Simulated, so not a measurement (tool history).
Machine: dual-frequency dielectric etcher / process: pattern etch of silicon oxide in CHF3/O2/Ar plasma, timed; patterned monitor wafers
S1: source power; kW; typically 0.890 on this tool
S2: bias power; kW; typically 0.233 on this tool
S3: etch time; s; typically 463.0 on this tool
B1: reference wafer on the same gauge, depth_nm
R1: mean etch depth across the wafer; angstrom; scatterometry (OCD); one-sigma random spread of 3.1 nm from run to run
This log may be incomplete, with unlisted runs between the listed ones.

run 1 hour=0.0 | S1=0.890 S2=0.233 S3=463.0 | B1=1170.1 | R1=11932
run 2 hour=43.2 | S1=0.890 S2=0.233 S3=463.0 | B1=1169.7 | R1=11985
run 3 hour=94.0 | S1=0.890 S2=0.233 S3=463.0 | B1=1170.1 | R1=11997
run 4 hour=120.8 | S1=0.890 S2=0.233 S3=463.0 | B1=1169.6 | R1=12008
run 5 hour=235.2 | S1=0.890 S2=0.233 S3=463.0 | B1=1169.6 | R1=11999
run 6 hour=288.1 | S1=0.890 S2=0.233 S3=463.0 | B1=1171.0 | R1=11996
-- hour=352.1 source power generator calibrated
-- hour=392.8 upper electrode replaced
-- hour=496.9 wet clean of the chamber
run 7 hour=497.4 | S1=0.730 S2=0.233 S3=356.0 | B1=1170.1 | R1=8178
run 8 hour=526.3 | S1=0.890 S2=0.233 S3=463.0 | B1=1170.0 | R1=11790
run 9 hour=573.3 | S1=0.890 S2=0.233 S3=463.0 | B1=1170.6 | R1=11746
-- hour=751.8 gauge calibrated
-- hour=767.3 bias power generator calibrated
run 10 hour=767.8 | S1=0.890 S2=0.233 S3=463.0 | B1=1170.2 | R1=11730
run 11 hour=810.9 | S1=1.000 S2=0.188 S3=506.0 | B1=1169.4 | R1=12213
run 12 hour=881.5 | S1=0.890 S2=0.233 S3=463.0 | B1=1169.9 | R1=11781
run 13 hour=943.5 | S1=0.890 S2=0.291 S3=427.5 | B1=1169.6 | R1=12111
run 14 hour=987.8 | S1=0.890 S2=0.233 S3=552.0 | B1=1169.4 | R1=14060
run 15 hour=1046.1 | S1=0.890 S2=0.233 S3=463.0 | B1=1170.3 | R1=11752
run 16 hour=1076.1 | S1=1.100 S2=0.233 S3=400.5 | B1=1170.0 | R1=11263
-- hour=1120.0 wet clean of the chamber
run 17 hour=1123.7 | S1=0.980 S2=0.186 S3=362.5 | B1=1169.9 | R1=8602
run 18 hour=1162.6 | S1=0.820 S2=0.290 S3=376.0 | B1=1169.8 | R1=10213

Predict each of these 4 candidate next runs independently; none follows another, all start after run 18:
run A hour=1163.1 | S1=0.890 S2=0.194 S3=463.0 | B1=? | R1=?
run B hour=1163.1 | S1=0.890 S2=0.216 S3=583.5 | B1=? | R1=?
run C hour=1163.1 | S1=0.720 S2=0.233 S3=463.0 | B1=? | R1=?
run D hour=1163.1 | S1=0.890 S2=0.268 S3=508.5 | B1=? | R1=?

run=A B1=1169.3 R1=10738
run=B B1=1169.3 R1=14296
run=C B1=1169.3 R1=10577
run=D B1=1169.3 R1=13861
Without the tool's hidden state the same runs would have given:
run=A R1=10696
run=B R1=14240
run=C R1=10536
run=D R1=13808

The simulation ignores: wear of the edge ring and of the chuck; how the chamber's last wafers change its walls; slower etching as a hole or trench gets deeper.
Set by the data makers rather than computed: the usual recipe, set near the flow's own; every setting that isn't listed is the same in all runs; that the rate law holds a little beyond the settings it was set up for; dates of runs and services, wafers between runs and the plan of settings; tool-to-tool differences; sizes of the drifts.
